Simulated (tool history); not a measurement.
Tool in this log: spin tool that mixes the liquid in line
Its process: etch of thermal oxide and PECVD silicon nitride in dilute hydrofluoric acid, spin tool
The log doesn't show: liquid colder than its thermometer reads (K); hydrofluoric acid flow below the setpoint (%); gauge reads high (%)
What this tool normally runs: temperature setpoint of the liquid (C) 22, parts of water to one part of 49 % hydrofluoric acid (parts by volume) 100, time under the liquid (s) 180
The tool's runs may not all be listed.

run   hour  temperature setpoint of the liquid (C)  parts of water to one part of 49 % hydrofluoric acid (parts by volume)  time under the liquid (s)  wafers since the last listed run  hours since the thermometer was replaced  hours since the hydrofluoric acid flow meter was replaced  hours since the gauge calibration  read-back film thickness of the thermal oxide reference wafer, read on the same gauge (nm)  read-back film thickness of the PECVD silicon nitride reference wafer, read on the same gauge (nm)  thickness taken off the thermal oxide on a monitor wafer (Å)  thickness taken off the PECVD silicon nitride on a monitor wafer (Å)
  1      0                                      22                                                                     100                        180                                 0                                       425                                                     1103.3                              250.5                                                                                       60.03                                                                                               99.99                                                          80.1                                                                  64.1
  2   28.2                                      22                                                                     100                        180                               236                                     453.2                                                     1131.5                              278.7                                                                                       59.98                                                                                              100.01                                                          78.9                                                                  64.8
  3   62.1                                      22                                                                     100                        180                               283                                     487.1                                                     1165.4                              312.6                                                                                       60.01                                                                                               99.99                                                          79.2                                                                  64.3
  4   79.4                                      22                                                                     100                        180                               144                                     504.4                                                     1182.7                              329.9                                                                                       59.98                                                                                              100.02                                                          79.5                                                                  64.6
  5  103.4                                      22                                                                     100                        180                               200                                     528.4                                                     1206.7                              353.9                                                                                          60                                                                                               99.99                                                          79.4                                                                  64.5
  6  117.3                                      22                                                                     100                        180                               116                                     542.3                                                     1220.6                              367.8                                                                                       59.99                                                                                                 100                                                          79.5                                                                  64.5
  7  145.2                                      22                                                                     100                        255                               233                                     570.2                                                     1248.5                              395.7                                                                                       59.97                                                                                              100.01                                                         112.7                                                                  91.6
  8  165.2                                      22                                                                     100                        180                               167                                     590.2                                                     1268.5                              415.7                                                                                          60                                                                                              100.01                                                          79.8                                                                  65.2
     173.9  -- gauge calibrated
     174.8  -- thermometer replaced
  9  185.7                                      20                                                                     100                        275                               163                                      10.9                                                       1289                               11.8                                                                                       59.99                                                                                               99.99                                                           112                                                                  86.3
     199.4  -- hydrofluoric acid flow meter replaced
 10  205.7                                    26.5                                                                      85                        250                               159                                      30.9                                                        6.3                               31.8                                                                                       60.01                                                                                              100.01                                                         157.9                                                                 142.1
 11  235.2                                      20                                                                     100                        180                               246                                      60.4                                                       35.8                               61.3                                                                                       60.02                                                                                              100.01                                                          73.1                                                                  56.4
 12  270.3                                      19                                                                     100                        260                               293                                      95.5                                                       70.9                               96.4                                                                                       60.01                                                                                               99.99                                                         101.4                                                                  76.1
 13  298.5                                      20                                                                     100                        115                               236                                     123.7                                                       99.1                              124.6                                                                                          60                                                                                                 100                                                          47.1                                                                    36
 14  332.3                                    23.5                                                                      80                         95                               282                                     157.5                                                      132.9                              158.4                                                                                       59.98                                                                                              100.02                                                          57.5                                                                    47
 15  353.6                                      22                                                                     100                        180                               178                                     178.8                                                      154.2                              179.7                                                                                       60.01                                                                                              100.03                                                          79.7                                                                  64.5
 16  381.6                                      26                                                                     100                        130                               234                                     206.8                                                      182.2                              207.7                                                                                       60.02                                                                                                 100                                                          67.2                                                                  60.3
 17  406.1                                    26.5                                                                      65                        210                               205                                     231.3                                                      206.7                              232.2                                                                                       60.01                                                                                               99.99                                                         179.5                                                                 155.3

What if the next run were any one of these 4? Each begins from the tool's condition after run 17:
  A  406.6                                      22                                                                     100                        180                                 4                                     231.8                                                      207.2                              232.7                                                                                           ?                                                                                                   ?                                                             ?                                                                     ?
  B  406.6                                      22                                                                     100                        260                                 4                                     231.8                                                      207.2                              232.7                                                                                           ?                                                                                                   ?                                                             ?                                                                     ?
  C  406.6                                      22                                                                      65                        180                                 4                                     231.8                                                      207.2                              232.7                                                                                           ?                                                                                                   ?                                                             ?                                                                     ?
  D  406.6                                    20.5                                                                      85                        120                                 4                                     231.8                                                      207.2                              232.7                                                                                           ?                                                                                                   ?                                                             ?                                                                     ?

run  read-back film thickness of the thermal oxide reference wafer, read on the same gauge (nm)  read-back film thickness of the PECVD silicon nitride reference wafer, read on the same gauge (nm)  thickness taken off the thermal oxide on a monitor wafer (Å)  thickness taken off the PECVD silicon nitride on a monitor wafer (Å)
  A                                                                                       59.99                                                                                              100.01                                                          79.6                                                                  64.2
  B                                                                                       59.99                                                                                              100.01                                                           115                                                                  92.8
  C                                                                                       59.99                                                                                              100.01                                                         127.8                                                                    98
  D                                                                                       59.99                                                                                              100.01                                                          59.8                                                                  45.4
Stripped of hidden state, with their random variation kept, the same runs would have yielded:
run  thickness taken off the thermal oxide on a monitor wafer (Å)  thickness taken off the PECVD silicon nitride on a monitor wafer (Å)
  A                                                          79.6                                                                  64.2
  B                                                           115                                                                  92.8
  C                                                         127.8                                                                    98
  D                                                          59.8                                                                  45.4
